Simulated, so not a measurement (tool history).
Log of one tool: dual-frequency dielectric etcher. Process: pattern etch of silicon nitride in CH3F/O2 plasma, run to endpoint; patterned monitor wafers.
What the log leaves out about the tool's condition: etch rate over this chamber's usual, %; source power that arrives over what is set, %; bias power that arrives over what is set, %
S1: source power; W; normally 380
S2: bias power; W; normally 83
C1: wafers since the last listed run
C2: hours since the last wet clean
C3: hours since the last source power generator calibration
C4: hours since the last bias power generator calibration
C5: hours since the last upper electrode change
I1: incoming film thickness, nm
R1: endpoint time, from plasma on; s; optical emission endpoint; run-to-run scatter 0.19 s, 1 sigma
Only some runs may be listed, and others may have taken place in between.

run,hour,S1,S2,C1,C2,C3,C4,C5,I1,R1
1,0,460,83,0,115.8,2474.9,2928,4031.7,54.6,56.1
2,99.5,420,94,476,215.3,2574.4,3027.5,4131.2,54.3,55.1
3,123,420,94,112,238.8,2597.9,3051,4154.7,54.8,55.9
4,158.7,380,97,171,274.5,2633.6,3086.7,4190.4,54.3,57.1
# hour 228.5: upper electrode replaced
5,263.6,380,97,387,379.4,2738.5,3191.6,35.1,53.3,55.7
6,284.8,380,73,101,400.6,2759.7,3212.8,56.3,54.3,63.5
# hour 313.8: source power generator calibrated
7,320.7,380,83,152,436.5,6.9,3248.7,92.2,54.1,61.6
# hour 375.9: wet clean of the chamber
8,376.4,380,83,151,0.5,62.6,3304.4,147.9,54.5,63
9,376.8,380,83,1,0.9,63,3304.8,148.3,54.7,63
10,382,350,91,24,6.1,68.2,3310,153.5,54.3,63.3
11,413.4,350,91,150,37.5,99.6,3341.4,184.9,54.6,63.4
12,449.1,380,95,171,73.2,135.3,3377.1,220.6,54.5,59.4
13,476.7,380,69,132,100.8,162.9,3404.7,248.2,54.8,67.7
14,523.2,350,69,222,147.3,209.4,3451.2,294.7,54.6,70.5
15,540.2,430,68,81,164.3,226.4,3468.2,311.7,54.9,63.5
16,565,380,83,118,189.1,251.2,3493,336.5,54.6,62.3
17,592.7,420,72,132,216.8,278.9,3520.7,364.2,54.6,62.4
18,606.2,380,83,64,230.3,292.4,3534.2,377.7,54.4,62.5
19,630.3,380,89,115,254.4,316.5,3558.3,401.8,54.5,60.4
20,646.1,380,96,75,270.2,332.3,3574.1,417.6,54.3,58.3
21,658.3,440,72,58,282.4,344.5,3586.3,429.8,54.3,60.6
# hour 664.8: bias power generator calibrated
22,678.5,380,83,77,302.6,364.7,13.7,450,53.9,60.7
23,692.2,330,83,65,316.3,378.4,27.4,463.7,54.4,66.7
24,715.8,450,73,113,339.9,402,51,487.3,53.9,58.9
25,740.1,380,83,116,364.2,426.3,75.3,511.6,54.4,61.3
26,762.8,310,83,108,386.9,449,98,534.3,54.4,68.7
27,788,420,73,120,412.1,474.2,123.2,559.5,55,61.7
# hour 866: wet clean of the chamber
28,876.6,380,83,309,10.6,562.8,211.8,648.1,54.6,63
29,897.8,380,72,101,31.8,584,233,669.3,53.7,65.4
30,913.3,380,83,74,47.3,599.5,248.5,684.8,54.9,63.2
31,940.6,380,83,130,74.6,626.8,275.8,712.1,54.1,62
32,953.5,330,91,61,87.5,639.7,288.7,725,54.2,64.5
33,989.2,410,97,171,123.2,675.4,324.4,760.7,54,56.1
34,1010.5,300,73,102,144.5,696.7,345.7,782,54.5,75
35,1031.4,320,63,100,165.4,717.6,366.6,802.9,54.1,75.9

Across each entry between runs, compare the hidden state at the last listed run before it with the hidden state at the first listed run after it:
After run 4, before run 5: upper electrode replaced (hour 228.5)
  etch rate over this chamber's usual, %: 1.26 -> 1.78; source power that arrives over what is set, %: 4.94 -> 5.14
  difference, measured minus the result without the unlogged condition, R1: -2.2 -> -2.5 s
After run 6, before run 7: source power generator calibrated (hour 313.8)
  etch rate over this chamber's usual, %: 1.89 -> 2.07; source power that arrives over what is set, %: 5.18 -> 1.02
  difference, measured minus the result without the unlogged condition, R1: -3 -> -1.6 s
After run 7, before run 8: wet clean of the chamber (hour 375.9)
  etch rate over this chamber's usual, %: 2.07 -> 0.119; source power that arrives over what is set, %: 1.02 -> 1.12
  difference, measured minus the result without the unlogged condition, R1: -1.6 -> -0.4 s
After run 21, before run 22: bias power generator calibrated (hour 664.8)
  etch rate over this chamber's usual, %: 1.52 -> 1.62; source power that arrives over what is set, %: 1.64 -> 1.68
  difference, measured minus the result without the unlogged condition, R1: -1.4 -> -1.6 s
After run 27, before run 28: wet clean of the chamber (hour 866)
  etch rate over this chamber's usual, %: 2.16 -> -0.397; source power that arrives over what is set, %: 1.88 -> 2.05
  difference, measured minus the result without the unlogged condition, R1: -2 -> -0.5 s
